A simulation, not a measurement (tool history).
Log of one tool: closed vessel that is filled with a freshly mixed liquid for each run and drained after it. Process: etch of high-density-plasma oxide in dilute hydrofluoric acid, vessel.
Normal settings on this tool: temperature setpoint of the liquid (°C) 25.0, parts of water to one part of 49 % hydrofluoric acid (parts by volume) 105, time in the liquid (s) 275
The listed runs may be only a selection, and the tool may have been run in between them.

run,hour,temperature setpoint of the liquid (°C),parts of water to one part of 49 % hydrofluoric acid (parts by volume),time in the liquid (s),"read-back film thickness of the high-density-plasma oxide reference wafer, read on the same gauge (nm)",thickness taken off the high-density-plasma oxide on a monitor wafer (angstrom)
1,0.0,25.0,105,275,49.97,254.7
2,67.6,25.0,105,275,50.01,250.0
3,110.9,25.0,105,275,50.00,252.9
4,162.7,25.0,105,275,50.04,249.4
5,191.1,25.0,105,275,49.99,250.9
6,259.2,25.0,135,275,49.99,187.9
7,429.6,25.0,135,275,50.00,190.3
8,476.0,25.0,135,275,50.00,186.0
9,514.9,25.0,105,275,50.02,249.8
10,612.7,25.0,105,275,50.01,242.5
11,659.9,25.0,105,275,50.01,247.6
12,710.0,23.0,105,275,49.98,226.3
13,745.7,25.0,75,230,49.98,303.8
14,779.6,25.0,75,230,50.03,302.0
15,830.4,25.0,105,275,50.01,242.9
16,897.6,28.0,105,275,50.01,274.4
# hour 946.1: gauge calibrated
17,958.5,25.0,135,275,50.00,182.9
18,994.1,20.5,155,125,49.97,59.6
19,1022.5,25.0,105,275,49.97,241.5
20,1072.4,25.0,65,275,50.00,410.8
# hour 1103.8: hydrofluoric acid flow meter replaced
21,1107.8,22.0,120,115,49.97,77.2
22,1162.4,25.0,150,275,50.05,159.4
# hour 1170.8: thermometer replaced
23,1215.1,27.5,70,370,49.98,590.8
24,1265.1,25.0,130,190,50.03,137.7
25,1308.3,25.0,85,135,49.99,158.3
26,1347.3,27.0,140,125,50.02,88.9
27,1376.8,29.0,120,385,50.02,361.9
28,1444.6,25.0,105,275,50.02,249.5
29,1473.6,25.0,105,275,49.98,249.4
30,1542.7,25.0,105,275,50.02,252.8

Branching from run 30: 3 alternative next runs. What would each branch give?
A,1543.4,25.0,105,275,?,?
B,1543.4,27.0,80,170,?,?
C,1543.4,25.0,90,220,?,?

run,"read-back film thickness of the high-density-plasma oxide reference wafer, read on the same gauge (nm)",thickness taken off the high-density-plasma oxide on a monitor wafer (angstrom)
A,50.01,254.2
B,50.01,230.4
C,50.01,241.7
With no hidden state in the tool, these same runs would have given:
run,thickness taken off the high-density-plasma oxide on a monitor wafer (angstrom)
A,260.5
B,236.1
C,247.7
